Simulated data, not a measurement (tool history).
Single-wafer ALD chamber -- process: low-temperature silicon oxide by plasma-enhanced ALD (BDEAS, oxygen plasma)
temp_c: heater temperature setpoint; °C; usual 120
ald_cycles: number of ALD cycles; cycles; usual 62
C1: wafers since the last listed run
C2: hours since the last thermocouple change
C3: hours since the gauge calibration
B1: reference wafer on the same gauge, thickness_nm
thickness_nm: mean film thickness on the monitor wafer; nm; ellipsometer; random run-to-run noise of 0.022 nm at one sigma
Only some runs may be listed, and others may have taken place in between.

run 1 day=0 | temp_c=132 ald_cycles=59 | C1=0 C2=692.1 C3=247.8 | B1=7.345 | thickness_nm=8.305
run 2 day=2.304 | temp_c=120 ald_cycles=62 | C1=323 C2=747.4 C3=303.1 | B1=7.335 | thickness_nm=8.929
run 3 day=3.517 | temp_c=120 ald_cycles=69 | C1=170 C2=776.5 C3=332.2 | B1=7.337 | thickness_nm=9.972
run 4 day=4.938 | temp_c=120 ald_cycles=69 | C1=199 C2=810.6 C3=366.3 | B1=7.341 | thickness_nm=9.94
run 5 day=6.267 | temp_c=120 ald_cycles=62 | C1=186 C2=842.5 C3=398.2 | B1=7.339 | thickness_nm=8.895
run 6 day=7.317 | temp_c=120 ald_cycles=62 | C1=147 C2=867.7 C3=423.4 | B1=7.343 | thickness_nm=8.933
run 7 day=9.192 | temp_c=120 ald_cycles=62 | C1=263 C2=912.7 C3=468.4 | B1=7.337 | thickness_nm=8.924
run 8 day=11.967 | temp_c=120 ald_cycles=62 | C1=389 C2=979.3 C3=535 | B1=7.337 | thickness_nm=8.922
run 9 day=14.838 | temp_c=120 ald_cycles=62 | C1=402 C2=1048.2 C3=603.9 | B1=7.344 | thickness_nm=8.924
run 10 day=17.158 | temp_c=120 ald_cycles=62 | C1=325 C2=1103.9 C3=659.6 | B1=7.34 | thickness_nm=8.979
run 11 day=18.325 | temp_c=116 ald_cycles=58 | C1=163 C2=1131.9 C3=687.6 | B1=7.341 | thickness_nm=8.416
run 12 day=20.246 | temp_c=116 ald_cycles=58 | C1=269 C2=1178 C3=733.7 | B1=7.338 | thickness_nm=8.41
run 13 day=23.217 | temp_c=116 ald_cycles=58 | C1=416 C2=1249.3 C3=805 | B1=7.341 | thickness_nm=8.384
run 14 day=24.633 | temp_c=133 ald_cycles=67 | C1=198 C2=1283.3 C3=839 | B1=7.338 | thickness_nm=9.446
run 15 day=27.562 | temp_c=120 ald_cycles=62 | C1=411 C2=1353.6 C3=909.3 | B1=7.339 | thickness_nm=8.939
run 16 day=28.825 | temp_c=126 ald_cycles=69 | C1=177 C2=1383.9 C3=939.6 | B1=7.346 | thickness_nm=9.868
run 17 day=31.396 | temp_c=134 ald_cycles=67 | C1=360 C2=1445.6 C3=1001.3 | B1=7.333 | thickness_nm=9.435
run 18 day=33.688 | temp_c=120 ald_cycles=62 | C1=321 C2=1500.6 C3=1056.3 | B1=7.336 | thickness_nm=8.951
run 19 day=35.083 | temp_c=115 ald_cycles=62 | C1=195 C2=1534.1 C3=1089.8 | B1=7.339 | thickness_nm=9.043
-- day=36.821 gauge calibrated
-- day=37.029 thermocouple changed; heater temperature recalibrated
run 20 day=37.05 | temp_c=131 ald_cycles=74 | C1=229 C2=0.5 C3=5.5 | B1=7.338 | thickness_nm=10.454
run 21 day=39.221 | temp_c=120 ald_cycles=62 | C1=304 C2=52.6 C3=57.6 | B1=7.346 | thickness_nm=8.931
run 22 day=40.983 | temp_c=108 ald_cycles=51 | C1=247 C2=94.9 C3=99.9 | B1=7.343 | thickness_nm=7.504
run 23 day=43.517 | temp_c=120 ald_cycles=53 | C1=355 C2=155.7 C3=160.7 | B1=7.351 | thickness_nm=7.656
run 24 day=46.45 | temp_c=133 ald_cycles=62 | C1=411 C2=226.1 C3=231.1 | B1=7.336 | thickness_nm=8.74
run 25 day=48.942 | temp_c=120 ald_cycles=62 | C1=349 C2=285.9 C3=290.9 | B1=7.34 | thickness_nm=8.938
run 26 day=50.275 | temp_c=120 ald_cycles=62 | C1=187 C2=317.9 C3=322.9 | B1=7.339 | thickness_nm=8.933
run 27 day=52.792 | temp_c=127 ald_cycles=51 | C1=353 C2=378.3 C3=383.3 | B1=7.339 | thickness_nm=7.252

What differs in the tool's unlogged condition from the final listed run ahead of each entry between runs to the first listed run following it?
After run 19, before run 20: gauge calibrated (day 36.821); thermocouple changed; heater temperature recalibrated (day 37.029)
  both runs share identical hidden conditions
